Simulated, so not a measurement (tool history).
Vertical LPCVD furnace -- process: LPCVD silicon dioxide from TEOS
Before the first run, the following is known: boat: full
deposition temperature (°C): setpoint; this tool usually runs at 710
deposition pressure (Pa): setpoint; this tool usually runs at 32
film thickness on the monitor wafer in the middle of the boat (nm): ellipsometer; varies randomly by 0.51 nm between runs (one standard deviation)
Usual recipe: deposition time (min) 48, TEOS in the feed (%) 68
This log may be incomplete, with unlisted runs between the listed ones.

run   hour  deposition temperature (°C)  deposition pressure (Pa)  deposition time (min)  TEOS in the feed (%)  wafers since the last listed run  hours since the last temperature calibration  hours since the pressure gauge was zeroed  hours since the TEOS flow controller was replaced  hours since the gauge calibration  read-back reference wafer on the same gauge, thickness  film thickness on the monitor wafer in the middle of the boat (nm)
  1      0                          710                        32                     48                    68                                 0                                        1732.9                                     4260.9                                             5222.9                              113.1                                                  362.93                                                              370.05
  2   16.4                          710                        32                     48                    68                               313                                        1749.3                                     4277.3                                             5239.3                              129.5                                                  363.02                                                              370.09
  3   30.7                          710                        32                     48                    68                               273                                        1763.6                                     4291.6                                             5253.6                              143.8                                                  363.24                                                              371.19
  4   42.4                          710                        32                     48                    68                               223                                        1775.3                                     4303.3                                             5265.3                              155.5                                                   362.9                                                              371.76
  5   57.1                          710                        32                     48                    68                               281                                          1790                                       4318                                               5280                              170.2                                                  363.14                                                              370.55
  6   68.5                          710                        32                     60                    68                               218                                        1801.4                                     4329.4                                             5291.4                              181.6                                                  362.97                                                              462.28
  7   75.1                          710                        32                     48                    68                               126                                          1808                                       4336                                               5298                              188.2                                                  362.98                                                              370.66
  8   85.7                          710                        32                     48                    68                               202                                        1818.6                                     4346.6                                             5308.6                              198.8                                                  363.04                                                              371.97
  9   94.3                          710                        32                     48                    73                               164                                        1827.2                                     4355.2                                             5317.2                              207.4                                                  363.16                                                              384.92
 10  105.9                          710                        32                     48                    73                               221                                        1838.8                                     4366.8                                             5328.8                                219                                                  362.98                                                              385.82
       139  -- thermocouples replaced and temperature profile calibrated
 11  139.5                          710                        32                     48                    73                               183                                           0.5                                     4400.4                                             5362.4                              252.6                                                  362.91                                                               352.1
 12    144                          703                      35.3                     61                    60                                86                                             5                                     4404.9                                             5366.9                              257.1                                                  363.01                                                              364.13
     145.5  -- gauge calibrated
 13  148.4                          718                        32                     34                    55                                59                                           9.4                                     4409.3                                             5371.3                                2.9                                                  363.12                                                              260.23
     171.1  -- TEOS flow controller replaced
 14  171.6                          710                        32                     48                    68                                 9                                          32.6                                     4432.5                                                0.5                               26.1                                                     363                                                              341.75
 15    176                          710                        36                     48                    78                                84                                            37                                     4436.9                                                4.9                               30.5                                                  362.85                                                              388.22
     215.6  -- pressure gauge zeroed
 16    222                          710                        38                     55                    55                               420                                            83                                        6.4                                               50.9                               76.5                                                  362.98                                                              384.05
 17  238.8                          710                        28                   62.5                    72                               321                                          99.8                                       23.2                                               67.7                               93.3                                                  363.03                                                              428.81
 18  248.9                          710                        32                     48                    73                               193                                         109.9                                       33.3                                               77.8                              103.4                                                  363.14                                                              355.33
 19  259.5                          719                      37.3                   34.5                    62                               202                                         120.5                                       43.9                                               88.4                                114                                                  362.91                                                              312.07

For run 20, what comes out?
 20   273                          710                        32                     48                    68                               258                                           134                                       57.4                                              101.9                              127.5                                                       ?                                                                   ?

Run 20 yielded read-back reference wafer on the same gauge, thickness 363.18, film thickness on the monitor wafer in the middle of the boat (nm) 343.84.
The same run, on a tool lacking any hidden state, would have yielded film thickness on the monitor wafer in the middle of the boat (nm) 337.89.
